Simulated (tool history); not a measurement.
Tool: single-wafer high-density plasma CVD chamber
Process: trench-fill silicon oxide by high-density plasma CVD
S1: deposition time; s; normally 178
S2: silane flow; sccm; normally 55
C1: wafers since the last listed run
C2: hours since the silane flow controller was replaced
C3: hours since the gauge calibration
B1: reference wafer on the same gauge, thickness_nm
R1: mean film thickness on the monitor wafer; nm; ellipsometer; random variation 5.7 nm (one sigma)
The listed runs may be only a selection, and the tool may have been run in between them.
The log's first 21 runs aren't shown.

| run | hour | S1 | S2 | C1 | C2 | C3 | B1 | R1 |
|---|---|---|---|---|---|---|---|---|
| 22 | 1546.2 | 210 | 64 | 460 | 2142.4 | 373.7 | 1071.377 | 1351.147 |
| 23 | 1594.4 | 193 | 61 | 478 | 2190.6 | 421.9 | 1068.806 | 1183.730 |
| 24 | 1640.0 | 178 | 55 | 452 | 2236.2 | 467.5 | 1069.380 | 985.633 |
| 25 | 1740.5 | 205 | 65 | 997 | 2336.7 | 568.0 | 1069.277 | 1325.876 |
| 26 | 1830.5 | 150 | 47 | 893 | 2426.7 | 658.0 | 1069.553 | 711.443 |
| 27 | 1871.4 | 178 | 55 | 406 | 2467.6 | 698.9 | 1071.484 | 989.021 |
| 28 | 1924.2 | 204 | 52 | 524 | 2520.4 | 751.7 | 1069.323 | 1059.469 |
| 29 | 1978.4 | 178 | 55 | 538 | 2574.6 | 805.9 | 1070.368 | 980.793 |
| 30 | 2050.6 | 150 | 47 | 716 | 2646.8 | 878.1 | 1069.015 | 700.941 |
|  | 2085.9 | silane flow controller replaced |
| 31 | 2116.8 | 155 | 44 | 577 | 30.9 | 944.3 | 1069.924 | 684.534 |
| 32 | 2193.4 | 178 | 65 | 760 | 107.5 | 1020.9 | 1070.031 | 1165.764 |
| 33 | 2272.8 | 178 | 46 | 788 | 186.9 | 1100.3 | 1070.092 | 815.620 |
| 34 | 2347.7 | 169 | 63 | 743 | 261.8 | 1175.2 | 1070.040 | 1061.626 |
| 35 | 2384.2 | 210 | 49 | 362 | 298.3 | 1211.7 | 1069.624 | 1039.664 |
| 36 | 2488.9 | 165 | 64 | 1039 | 403.0 | 1316.4 | 1070.548 | 1054.576 |
| 37 | 2529.2 | 178 | 55 | 400 | 443.3 | 1356.7 | 1069.348 | 972.343 |
| 38 | 2687.9 | 202 | 48 | 1575 | 602.0 | 1515.4 | 1071.349 | 964.793 |
| 39 | 2766.2 | 203 | 62 | 777 | 680.3 | 1593.7 | 1070.409 | 1265.853 |
| 40 | 2827.9 | 178 | 58 | 612 | 742.0 | 1655.4 | 1069.987 | 1044.123 |

What does the tool deliver on the next run?
| 41 | 2890.1 | 163 | 52 | 617 | 804.2 | 1717.6 | ? | ? |

{"run 41": {"B1": 1069.258, "R1": 853.177}}
On a tool with no hidden condition, and with the same random variation, this run would have come out at R1 853.177 nm.
